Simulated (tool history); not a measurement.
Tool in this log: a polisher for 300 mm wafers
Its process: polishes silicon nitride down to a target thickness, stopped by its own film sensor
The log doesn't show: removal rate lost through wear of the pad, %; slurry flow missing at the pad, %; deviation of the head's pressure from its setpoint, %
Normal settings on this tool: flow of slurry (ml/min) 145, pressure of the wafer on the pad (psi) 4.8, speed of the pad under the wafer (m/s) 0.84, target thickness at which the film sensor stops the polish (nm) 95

| run | hour | flow of slurry (ml/min) | pressure of the wafer on the pad (psi) | speed of the pad under the wafer (m/s) | target thickness at which the film sensor stops the polish (nm) | wafers since the last listed run | wafers polished on this pad | hours since the slurry nozzle was cleaned | hours since the head pressure was calibrated | incoming thickness of the incoming film, nm | time until the film sensor stopped the polish (s) |
|---|---|---|---|---|---|---|---|---|---|---|---|
| 1 | 0 | 145 | 4.8 | 0.84 | 95 | 0 | 1217 | 9 | 405.8 | 248.4 | 72.2 |
| 2 | 56.9 | 145 | 4.8 | 0.84 | 95 | 592 | 1810 | 65.9 | 462.7 | 250.8 | 74.7 |
| 3 | 113.7 | 145 | 4.8 | 0.84 | 95 | 591 | 2401 | 122.7 | 519.5 | 250.4 | 77.5 |
|  | 173.9 | worn pad replaced by a new one |
| 4 | 200.4 | 145 | 4.8 | 0.84 | 95 | 861 | 275 | 209.4 | 606.2 | 248.5 | 73.7 |
| 5 | 242.2 | 145 | 4.8 | 0.84 | 95 | 435 | 711 | 251.2 | 648 | 249.4 | 72.4 |
| 6 | 338.5 | 145 | 4.8 | 0.84 | 95 | 1002 | 1714 | 347.5 | 744.3 | 249.4 | 75.4 |
|  | 428.6 | worn pad replaced by a new one |
|  | 440.4 | head pressure recalibrated |
| 7 | 444.8 | 145 | 4.8 | 0.84 | 95 | 1044 | 148 | 453.8 | 4.4 | 248.4 | 70.7 |
|  | 497.1 | slurry nozzle cleaned |
| 8 | 515.9 | 145 | 4.8 | 0.84 | 95 | 729 | 878 | 18.8 | 75.5 | 249.1 | 72.5 |
| 9 | 584.9 | 145 | 5.6 | 0.84 | 95 | 718 | 1596 | 87.8 | 144.5 | 251.6 | 64.4 |
|  | 669.3 | worn pad replaced by a new one |
| 10 | 687.7 | 145 | 5.3 | 0.98 | 70 | 1028 | 191 | 190.6 | 247.3 | 248.9 | 66.7 |
| 11 | 739.4 | 145 | 4.8 | 0.84 | 95 | 538 | 729 | 242.3 | 299 | 252.5 | 72.8 |
| 12 | 833.7 | 125 | 6.2 | 0.84 | 145 | 981 | 1711 | 336.6 | 393.3 | 248.4 | 39.7 |
| 13 | 873.6 | 170 | 3.8 | 1.02 | 95 | 415 | 2127 | 376.5 | 433.2 | 249.5 | 82.4 |
|  | 922.3 | worn pad replaced by a new one |
| 14 | 984.1 | 145 | 4.8 | 0.68 | 95 | 1109 | 643 | 487 | 543.7 | 248.1 | 82.6 |
|  | 1018.3 | slurry nozzle cleaned |
| 15 | 1068.5 | 145 | 4.8 | 0.84 | 95 | 868 | 1512 | 50.2 | 628.1 | 251.4 | 74.1 |
| 16 | 1144 | 180 | 5.9 | 1.04 | 119 | 786 | 2298 | 125.7 | 703.6 | 250.1 | 42.9 |

Run 17 is up next; what results do you expect?
|  | 1190.8 | worn pad replaced by a new one |
| 17 | 1211.6 | 115 | 4.8 | 0.84 | 95 | 662 | 216 | 193.3 | 771.2 | 254.4 | ? |

Run 17 measured time until the film sensor stopped the polish (s) 77.7.
The same run, on a tool lacking any hidden state, would have yielded time until the film sensor stopped the polish (s) 77.2.
